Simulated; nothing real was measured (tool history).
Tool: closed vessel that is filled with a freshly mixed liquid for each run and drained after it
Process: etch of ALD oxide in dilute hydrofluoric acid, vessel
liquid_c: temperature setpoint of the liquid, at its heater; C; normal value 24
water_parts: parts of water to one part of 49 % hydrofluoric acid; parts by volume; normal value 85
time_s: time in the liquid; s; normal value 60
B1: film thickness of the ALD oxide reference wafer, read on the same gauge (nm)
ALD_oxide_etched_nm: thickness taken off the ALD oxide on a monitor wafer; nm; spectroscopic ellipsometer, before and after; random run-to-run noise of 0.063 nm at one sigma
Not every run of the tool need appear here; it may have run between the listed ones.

run 1 hour=0 | liquid_c=24 water_parts=85 time_s=60 | B1=70.01 | ALD_oxide_etched_nm=11.25
run 2 hour=49.2 | liquid_c=24 water_parts=85 time_s=60 | B1=69.97 | ALD_oxide_etched_nm=11.16
run 3 hour=124 | liquid_c=24 water_parts=85 time_s=60 | B1=70.01 | ALD_oxide_etched_nm=11.15
-- hour=209.5 thermometer replaced
run 4 hour=398.3 | liquid_c=24 water_parts=70 time_s=60 | B1=69.99 | ALD_oxide_etched_nm=13.95
run 5 hour=470.6 | liquid_c=24 water_parts=70 time_s=60 | B1=70.02 | ALD_oxide_etched_nm=14.03
run 6 hour=537.8 | liquid_c=24 water_parts=70 time_s=60 | B1=69.98 | ALD_oxide_etched_nm=14.02
run 7 hour=585.2 | liquid_c=24 water_parts=85 time_s=60 | B1=70.02 | ALD_oxide_etched_nm=11.18
run 8 hour=650.9 | liquid_c=24 water_parts=85 time_s=60 | B1=69.99 | ALD_oxide_etched_nm=11.28
run 9 hour=705.4 | liquid_c=24 water_parts=85 time_s=60 | B1=69.99 | ALD_oxide_etched_nm=11.16
run 10 hour=746.3 | liquid_c=24 water_parts=85 time_s=60 | B1=70.01 | ALD_oxide_etched_nm=11.15
run 11 hour=802.2 | liquid_c=24 water_parts=85 time_s=60 | B1=69.98 | ALD_oxide_etched_nm=11.1
run 12 hour=851.2 | liquid_c=24 water_parts=85 time_s=60 | B1=70.05 | ALD_oxide_etched_nm=11.06
-- hour=884.8 thermometer replaced
run 13 hour=916.5 | liquid_c=24 water_parts=85 time_s=60 | B1=69.96 | ALD_oxide_etched_nm=11.48
run 14 hour=971 | liquid_c=24 water_parts=85 time_s=60 | B1=70 | ALD_oxide_etched_nm=11.38
-- hour=985.4 gauge calibrated
run 15 hour=1044.7 | liquid_c=27.5 water_parts=100 time_s=50 | B1=69.99 | ALD_oxide_etched_nm=9.02
run 16 hour=1120.1 | liquid_c=24 water_parts=85 time_s=60 | B1=70 | ALD_oxide_etched_nm=11.37
run 17 hour=1200.8 | liquid_c=28 water_parts=55 time_s=50 | B1=70.01 | ALD_oxide_etched_nm=17.66
run 18 hour=1240.4 | liquid_c=24 water_parts=85 time_s=60 | B1=70 | ALD_oxide_etched_nm=11.3
run 19 hour=1307.9 | liquid_c=20 water_parts=70 time_s=60 | B1=70.01 | ALD_oxide_etched_nm=11.77
run 20 hour=1370.6 | liquid_c=24 water_parts=65 time_s=60 | B1=69.99 | ALD_oxide_etched_nm=15.06
run 21 hour=1415.5 | liquid_c=26 water_parts=115 time_s=60 | B1=70.03 | ALD_oxide_etched_nm=8.6

The next listed run, before its measurement:
-- hour=1486.4 thermometer replaced
-- hour=1488.4 hydrofluoric acid flow meter replaced
run 22 hour=1517.1 | liquid_c=21 water_parts=70 time_s=85 | B1=? | ALD_oxide_etched_nm=?

Run 22 yielded B1 70, ALD_oxide_etched_nm 17.79 nm.
Minus the tool's unlogged condition, the same run would have read ALD_oxide_etched_nm 17.88 nm.
